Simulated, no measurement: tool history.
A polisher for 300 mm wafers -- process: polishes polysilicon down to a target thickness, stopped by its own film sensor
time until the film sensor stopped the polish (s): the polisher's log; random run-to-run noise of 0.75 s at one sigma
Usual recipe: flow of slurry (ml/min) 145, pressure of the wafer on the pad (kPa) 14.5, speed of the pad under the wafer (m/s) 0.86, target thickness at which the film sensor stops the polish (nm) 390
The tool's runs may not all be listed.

run    hour  flow of slurry (ml/min)  pressure of the wafer on the pad (kPa)  speed of the pad under the wafer (m/s)  target thickness at which the film sensor stops the polish (nm)  incoming thickness of the incoming film, nm  time until the film sensor stopped the polish (s)
  1       0                      145                                    14.5                                    0.86                                                              327                                        682.4                                               66.4
       94.8  -- worn pad replaced by a new one
  2      97                      145                                    14.5                                    0.86                                                              327                                        676.3                                               65.4
  3   168.7                      145                                    14.5                                    0.86                                                              327                                        666.2                                               62.9
        422  -- slurry nozzle cleaned
  4   470.1                      145                                    14.5                                    0.68                                                              390                                        681.5                                               67.4
  5   517.1                      145                                    14.5                                    0.86                                                              390                                        681.1                                               54.1
  6   609.4                      145                                    14.5                                    0.86                                                              390                                        682.1                                               54.2
      627.3  -- head pressure recalibrated
  7   656.4                      145                                    14.5                                    0.86                                                              390                                        690.2                                               54.8
  8   708.3                      145                                    14.5                                    0.86                                                              390                                        687.1                                               55.2
      713.4  -- worn pad replaced by a new one
  9   789.8                      145                                    14.5                                    0.86                                                              390                                        684.8                                               55.5
 10   838.6                      145                                    14.5                                    0.86                                                              390                                        694.6                                               55.8
 11   893.7                      145                                    14.5                                    0.86                                                              390                                        690.4                                               56.1
 12   954.1                      145                                    14.5                                    0.96                                                              390                                        679.8                                               48.2
 13    1037                      145                                    14.5                                    0.96                                                              390                                        676.5                                               47.5
     1051.1  -- slurry nozzle cleaned
 14  1118.7                      145                                    14.5                                    0.96                                                              390                                        678.5                                               48.2
 15  1217.6                      145                                    14.5                                    0.86                                                              390                                        689.5                                               55.3
 16  1306.5                      145                                    14.5                                    0.86                                                              390                                        680.3                                                 54
 17    1361                      145                                    14.5                                    0.86                                                              390                                        683.4                                               55.4
 18  1439.9                      190                                    17.2                                    0.86                                                              326                                        669.6                                               51.4
       1450  -- worn pad replaced by a new one
 19  1526.5                      170                                    14.5                                    1.08                                                              390                                        688.9                                               44.6
 20  1629.3                      145                                    14.5                                    0.86                                                              486                                        673.4                                                 35
 21  1735.1                      110                                    14.5                                    1.12                                                              390                                        676.1                                               43.7
 22  1785.8                      130                                    17.2                                     0.7                                                              390                                          670                                               54.7
     1825.3  -- slurry nozzle cleaned
 23  1850.3                      190                                    14.5                                       1                                                              434                                        678.5                                               37.8
 24  2001.2                      145                                    14.5                                    0.64                                                              390                                          692                                               75.3
     2019.7  -- head pressure recalibrated
 25  2054.7                      145                                    14.5                                    1.16                                                              459                                          685                                               31.1
     2086.4  -- worn pad replaced by a new one
 26  2114.1                      165                                    14.5                                    0.86                                                              390                                        683.7                                                 52
 27  2203.3                      145                                    14.5                                    0.86                                                              390                                        679.1                                               54.3
 28  2248.7                      100                                    17.2                                    0.78                                                              302                                        674.3                                               68.7
 29  2356.3                      145                                    14.5                                    1.16                                                              459                                        684.7                                               31.2
 30  2422.3                      145                                    14.5                                    0.72                                                              390                                        687.1                                               65.8
 31    2482                      130                                    11.7                                    0.86                                                              337                                        682.5                                               80.3
       2656  -- slurry nozzle cleaned
 32    2704                      145                                    14.5                                    0.86                                                              390                                        666.6                                               51.4
 33  2771.4                      145                                    14.5                                    0.86                                                              356                                        681.3                                               59.4
 34  2840.2                      145                                    14.5                                    0.86                                                              288                                        683.3                                               75.4
 35  2912.1                      145                                    14.5                                    0.86                                                              390                                        680.9                                               54.5
     2918.5  -- worn pad replaced by a new one
 36  2984.2                      145                                    14.5                                    0.94                                                              390                                        665.7                                               46.3
 37  3215.1                      115                                     9.7                                    1.16                                                              390                                        680.5                                               62.5
 38  3319.4                      100                                    15.9                                    0.86                                                              334                                        692.9                                               66.1

Below are 3 alternative next runs, each starting from the tool's condition after run 38. Predict each:
  A  3319.8                      145                                    10.3                                    0.86                                                              390                                        671.5                                                  ?
  B  3319.8                      145                                    15.9                                    0.86                                                              390                                        671.5                                                  ?
  C  3319.8                      180                                    18.6                                    0.94                                                              327                                        671.5                                                  ?

run  time until the film sensor stopped the polish (s)
  A                                               71.9
  B                                               46.9
  C                                               43.2
With no hidden state in the tool, these same runs would have given:
run  time until the film sensor stopped the polish (s)
  A                                               71.9
  B                                               46.9
  C                                               43.2
